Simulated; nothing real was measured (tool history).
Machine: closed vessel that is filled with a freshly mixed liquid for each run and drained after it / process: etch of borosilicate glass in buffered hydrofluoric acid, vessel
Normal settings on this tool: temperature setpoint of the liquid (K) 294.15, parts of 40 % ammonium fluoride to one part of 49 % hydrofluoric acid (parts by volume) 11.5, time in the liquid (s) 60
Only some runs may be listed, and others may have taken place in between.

run	hour	temperature setpoint of the liquid (K)	parts of 40 % ammonium fluoride to one part of 49 % hydrofluoric acid (parts by volume)	time in the liquid (s)	read-back film thickness of the borosilicate glass reference wafer, read on the same gauge (nm)	thickness taken off the borosilicate glass on a monitor wafer (angstrom)
1	0	294.15	11.5	60	120.05	675.3
2	7.7	294.15	11.5	60	119.98	670.8
# hour 14.6: hydrofluoric acid flow meter replaced
3	23.9	294.15	11.5	60	120.03	675.4
4	33.5	294.15	14.5	40	119.99	358.6
5	40.2	294.15	11.5	60	120.02	678.9
# hour 45.2: thermometer replaced
6	58	298.15	11.5	60	120.01	758.9
7	64.3	298.15	11.5	60	119.97	757.7
8	79.3	298.15	11.5	60	120.04	755
9	91.8	294.15	11.5	60	120	604
10	99.5	294.15	11.5	60	120.03	610
11	113.4	294.15	11.5	60	120.03	606.8
12	124.1	295.65	11.5	60	119.97	661.1
13	133.2	298.15	11.5	60	120.01	761.9
14	148.9	291.15	11.5	60	119.97	518.7
# hour 151.2: gauge calibrated
15	158.7	295.65	8.5	60	120.05	871.8
16	174.3	290.15	11.5	60	119.98	489.8
17	180.6	294.15	11.5	60	119.96	611.5
18	193.9	294.15	11.5	60	120.05	611
19	204.4	294.15	10.5	60	120.07	672.9
20	217.7	294.15	11.5	60	120.04	610.6
21	230.5	296.65	16	80	120.02	673.3
22	243	292.15	9	80	120	908.5
23	258.6	294.15	13.5	60	119.98	526.6
24	285.9	294.15	11.5	60	120	617.6
25	303.8	294.15	11.5	30	120.02	309.3
26	310.4	294.15	7.5	60	119.98	931.3
27	321.2	294.15	8.5	60	119.96	805.8
28	335.3	298.15	11.5	40	120	513.5
29	344.3	290.15	11.5	95	119.98	784.6
30	350.3	294.15	11.5	60	119.99	618.1
31	367	294.15	11.5	60	119.98	624.3
32	378	297.65	9.5	85	119.98	1253.6
33	394.5	294.15	11.5	60	120.02	615

Below are 4 alternative next runs, each starting from the tool's condition after run 33. Predict each:
A	395.2	294.15	11.5	60	?	?
B	395.2	292.65	15.5	40	?	?
C	395.2	291.15	9	80	?	?
D	395.2	296.15	16	60	?	?

run	read-back film thickness of the borosilicate glass reference wafer, read on the same gauge (nm)	thickness taken off the borosilicate glass on a monitor wafer (angstrom)
A	119.98	621.3
B	119.98	284
C	119.98	864.2
D	119.98	499.2
Without the tool's hidden state the same runs would have given:
run	thickness taken off the borosilicate glass on a monitor wafer (angstrom)
A	592.3
B	270.6
C	823.2
D	476.1
